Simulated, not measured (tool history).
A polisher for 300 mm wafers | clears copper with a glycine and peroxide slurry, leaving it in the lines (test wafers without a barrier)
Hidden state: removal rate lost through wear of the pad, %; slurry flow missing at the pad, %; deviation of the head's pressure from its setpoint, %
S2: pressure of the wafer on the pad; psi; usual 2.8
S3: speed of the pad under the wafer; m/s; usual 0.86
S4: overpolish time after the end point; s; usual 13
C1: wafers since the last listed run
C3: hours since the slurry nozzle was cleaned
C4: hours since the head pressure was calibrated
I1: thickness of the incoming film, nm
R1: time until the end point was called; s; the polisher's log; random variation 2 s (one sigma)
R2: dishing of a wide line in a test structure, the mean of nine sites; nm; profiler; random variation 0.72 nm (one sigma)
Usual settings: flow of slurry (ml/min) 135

{"run": 1, "day": 0.0, "flow of slurry (ml/min)": 135, "S2": 2.8, "S3": 0.64, "S4": 13, "C1": 0, "wafers polished on this pad": 569, "C3": 220.2, "C4": 329.7, "I1": 605.6, "R1": 177.6, "R2": 28.9}
{"run": 2, "day": 2.446, "flow of slurry (ml/min)": 135, "S2": 2.8, "S3": 1.08, "S4": 13, "C1": 349, "wafers polished on this pad": 919, "C3": 278.9, "C4": 388.4, "I1": 608.4, "R1": 134.5, "R2": 37.8}
{"run": 3, "day": 3.929, "flow of slurry (ml/min)": 135, "S2": 2.8, "S3": 0.86, "S4": 13, "C1": 212, "wafers polished on this pad": 1131, "C3": 314.5, "C4": 424, "I1": 613.7, "R1": 155.5, "R2": 34}
{"day": 4.975, "done": "slurry nozzle cleaned"}
{"run": 4, "day": 5.654, "flow of slurry (ml/min)": 135, "S2": 2.8, "S3": 0.86, "S4": 13, "C1": 240, "wafers polished on this pad": 1372, "C3": 16.3, "C4": 465.4, "I1": 611.9, "R1": 157, "R2": 34}
{"run": 5, "day": 7.875, "flow of slurry (ml/min)": 135, "S2": 2.8, "S3": 0.86, "S4": 13, "C1": 317, "wafers polished on this pad": 1689, "C3": 69.6, "C4": 518.7, "I1": 612.3, "R1": 154.2, "R2": 31.9}
{"run": 6, "day": 9.483, "flow of slurry (ml/min)": 135, "S2": 2.8, "S3": 0.86, "S4": 13, "C1": 230, "wafers polished on this pad": 1919, "C3": 108.2, "C4": 557.3, "I1": 614.9, "R1": 156, "R2": 32.9}
{"day": 11.529, "done": "worn pad replaced by a new one"}
{"run": 7, "day": 12.029, "flow of slurry (ml/min)": 135, "S2": 2.8, "S3": 0.86, "S4": 13, "C1": 340, "wafers polished on this pad": 71, "C3": 169.3, "C4": 618.4, "I1": 610.1, "R1": 158.2, "R2": 34.1}
{"run": 8, "day": 14.567, "flow of slurry (ml/min)": 135, "S2": 2.8, "S3": 0.86, "S4": 13, "C1": 362, "wafers polished on this pad": 434, "C3": 230.2, "C4": 679.3, "I1": 607.2, "R1": 155.2, "R2": 31.2}
{"run": 9, "day": 17.288, "flow of slurry (ml/min)": 135, "S2": 2.8, "S3": 0.86, "S4": 13, "C1": 389, "wafers polished on this pad": 823, "C3": 295.5, "C4": 744.6, "I1": 608.9, "R1": 157.5, "R2": 31.6}
{"run": 10, "day": 19.533, "flow of slurry (ml/min)": 135, "S2": 2.8, "S3": 0.86, "S4": 13, "C1": 321, "wafers polished on this pad": 1144, "C3": 349.4, "C4": 798.5, "I1": 609.6, "R1": 157.4, "R2": 33.9}
{"day": 20.246, "done": "slurry nozzle cleaned"}
{"run": 11, "day": 20.933, "flow of slurry (ml/min)": 135, "S2": 3.5, "S3": 0.86, "S4": 13, "C1": 194, "wafers polished on this pad": 1339, "C3": 16.5, "C4": 832.1, "I1": 601.4, "R1": 129.3, "R2": 37.3}
{"run": 12, "day": 22.15, "flow of slurry (ml/min)": 135, "S2": 3.5, "S3": 0.86, "S4": 13, "C1": 174, "wafers polished on this pad": 1513, "C3": 45.7, "C4": 861.3, "I1": 616.2, "R1": 131.8, "R2": 37.2}
{"run": 13, "day": 24.262, "flow of slurry (ml/min)": 125, "S2": 2.8, "S3": 0.86, "S4": 13, "C1": 302, "wafers polished on this pad": 1815, "C3": 96.4, "C4": 912, "I1": 611.2, "R1": 164.3, "R2": 32.4}
{"day": 25.238, "done": "worn pad replaced by a new one"}
{"run": 14, "day": 25.775, "flow of slurry (ml/min)": 125, "S2": 2.8, "S3": 0.86, "S4": 13, "C1": 192, "wafers polished on this pad": 76, "C3": 132.7, "C4": 948.3, "I1": 603.7, "R1": 156.2, "R2": 31.9}
{"run": 15, "day": 27.704, "flow of slurry (ml/min)": 100, "S2": 2.4, "S3": 1.14, "S4": 13, "C1": 275, "wafers polished on this pad": 352, "C3": 179, "C4": 994.6, "I1": 608.2, "R1": 155.5, "R2": 33.1}
{"run": 16, "day": 29.629, "flow of slurry (ml/min)": 135, "S2": 2.8, "S3": 0.86, "S4": 13, "C1": 275, "wafers polished on this pad": 627, "C3": 225.2, "C4": 1040.8, "I1": 606.3, "R1": 157.7, "R2": 32.2}
{"run": 17, "day": 30.867, "flow of slurry (ml/min)": 135, "S2": 2.8, "S3": 0.86, "S4": 13, "C1": 176, "wafers polished on this pad": 804, "C3": 254.9, "C4": 1070.5, "I1": 601.2, "R1": 156.5, "R2": 32.8}
{"run": 18, "day": 32.858, "flow of slurry (ml/min)": 135, "S2": 3.3, "S3": 1.02, "S4": 9, "C1": 284, "wafers polished on this pad": 1089, "C3": 302.7, "C4": 1118.3, "I1": 609.5, "R1": 123.9, "R2": 28.4}
{"run": 19, "day": 34.329, "flow of slurry (ml/min)": 135, "S2": 2.8, "S3": 0.86, "S4": 13, "C1": 210, "wafers polished on this pad": 1300, "C3": 338, "C4": 1153.6, "I1": 610.7, "R1": 157.4, "R2": 32.4}
{"run": 20, "day": 35.462, "flow of slurry (ml/min)": 135, "S2": 3.7, "S3": 0.96, "S4": 13, "C1": 162, "wafers polished on this pad": 1462, "C3": 365.2, "C4": 1180.8, "I1": 614.1, "R1": 115.6, "R2": 40.7}
{"run": 21, "day": 36.967, "flow of slurry (ml/min)": 135, "S2": 2.8, "S3": 0.86, "S4": 13, "C1": 215, "wafers polished on this pad": 1677, "C3": 401.3, "C4": 1216.9, "I1": 609.4, "R1": 156.4, "R2": 33.1}
{"day": 37.325, "done": "slurry nozzle cleaned"}
{"run": 22, "day": 38.838, "flow of slurry (ml/min)": 135, "S2": 2.3, "S3": 1.16, "S4": 13, "C1": 261, "wafers polished on this pad": 1939, "C3": 36.3, "C4": 1261.8, "I1": 612.3, "R1": 151.4, "R2": 32.9}
{"day": 41.471, "done": "worn pad replaced by a new one"}
{"run": 23, "day": 41.492, "flow of slurry (ml/min)": 135, "S2": 2.8, "S3": 0.86, "S4": 13, "C1": 355, "wafers polished on this pad": 2, "C3": 100, "C4": 1325.5, "I1": 611.3, "R1": 159.9, "R2": 32}
{"run": 24, "day": 42.442, "flow of slurry (ml/min)": 150, "S2": 2.8, "S3": 0.86, "S4": 13, "C1": 135, "wafers polished on this pad": 138, "C3": 122.8, "C4": 1348.3, "I1": 607.5, "R1": 157, "R2": 33.4}
{"day": 44.204, "done": "head pressure recalibrated"}
{"run": 25, "day": 45.371, "flow of slurry (ml/min)": 180, "S2": 3.5, "S3": 0.96, "S4": 13, "C1": 407, "wafers polished on this pad": 545, "C3": 193.1, "C4": 28, "I1": 603.9, "R1": 102, "R2": 45.4}
{"run": 26, "day": 46.754, "flow of slurry (ml/min)": 135, "S2": 3.8, "S3": 1.08, "S4": 17, "C1": 197, "wafers polished on this pad": 743, "C3": 226.3, "C4": 61.2, "I1": 601.2, "R1": 94.6, "R2": 61.5}
{"run": 27, "day": 48.362, "flow of slurry (ml/min)": 125, "S2": 2.8, "S3": 0.86, "S4": 13, "C1": 230, "wafers polished on this pad": 973, "C3": 264.9, "C4": 99.8, "I1": 622.2, "R1": 148.5, "R2": 34.8}
{"run": 28, "day": 51.021, "flow of slurry (ml/min)": 180, "S2": 2.8, "S3": 1.1, "S4": 13, "C1": 380, "wafers polished on this pad": 1353, "C3": 328.7, "C4": 163.6, "I1": 619.4, "R1": 121.3, "R2": 41.4}
{"day": 51.621, "done": "slurry nozzle cleaned"}
{"run": 29, "day": 52.588, "flow of slurry (ml/min)": 135, "S2": 2.8, "S3": 1.14, "S4": 13, "C1": 218, "wafers polished on this pad": 1572, "C3": 23.2, "C4": 201.2, "I1": 611.1, "R1": 122.2, "R2": 41}
{"run": 30, "day": 54.704, "flow of slurry (ml/min)": 135, "S2": 2.8, "S3": 0.86, "S4": 20, "C1": 302, "wafers polished on this pad": 1874, "C3": 74, "C4": 252, "I1": 611.9, "R1": 150.2, "R2": 48.6}
{"run": 31, "day": 56.225, "flow of slurry (ml/min)": 120, "S2": 2.4, "S3": 0.78, "S4": 10, "C1": 217, "wafers polished on this pad": 2092, "C3": 110.5, "C4": 288.5, "I1": 621.1, "R1": 181.5, "R2": 22.7}
{"day": 56.804, "done": "worn pad replaced by a new one"}
{"run": 32, "day": 57.983, "flow of slurry (ml/min)": 115, "S2": 2.8, "S3": 0.86, "S4": 13, "C1": 227, "wafers polished on this pad": 168, "C3": 152.7, "C4": 330.7, "I1": 602.6, "R1": 156.2, "R2": 34.4}
{"run": 33, "day": 60.2, "flow of slurry (ml/min)": 135, "S2": 2.8, "S3": 0.76, "S4": 13, "C1": 317, "wafers polished on this pad": 485, "C3": 205.9, "C4": 383.9, "I1": 616.9, "R1": 165.7, "R2": 32.1}
{"run": 34, "day": 62.462, "flow of slurry (ml/min)": 135, "S2": 2.8, "S3": 0.86, "S4": 13, "C1": 323, "wafers polished on this pad": 809, "C3": 260.2, "C4": 438.2, "I1": 609.3, "R1": 152.7, "R2": 33.2}
{"run": 35, "day": 63.496, "flow of slurry (ml/min)": 135, "S2": 2.8, "S3": 0.86, "S4": 13, "C1": 147, "wafers polished on this pad": 957, "C3": 285, "C4": 463, "I1": 607.3, "R1": 150.8, "R2": 34.2}

What the log doesn't show, run by run:
removal rate lost through wear of the pad, %: 0 in every run
slurry flow missing at the pad, %: 0 in every run
H1: deviation of the head's pressure from its setpoint, %
run=1 H1=-8.18
run=2 H1=-8.93
run=3 H1=-9.33
run=4 H1=-9.76
run=5 H1=-10.3
run=6 H1=-10.6
run=7 H1=-11
run=8 H1=-11.4
run=9 H1=-11.8
run=10 H1=-12.1
run=11 H1=-12.2
run=12 H1=-12.4
run=13 H1=-12.5
run=14 H1=-12.7
run=15 H1=-12.8
run=16 H1=-12.9
run=17 H1=-13
run=18 H1=-13.1
run=19 H1=-13.2
run=20 H1=-13.3
run=21 H1=-13.3
run=22 H1=-13.4
run=23 H1=-13.5
run=24 H1=-13.5
run=25 H1=-0.887
run=26 H1=-1.76
run=27 H1=-2.69
run=28 H1=-4.06
run=29 H1=-4.78
run=30 H1=-5.66
run=31 H1=-6.23
run=32 H1=-6.83
run=33 H1=-7.51
run=34 H1=-8.12
run=35 H1=-8.38
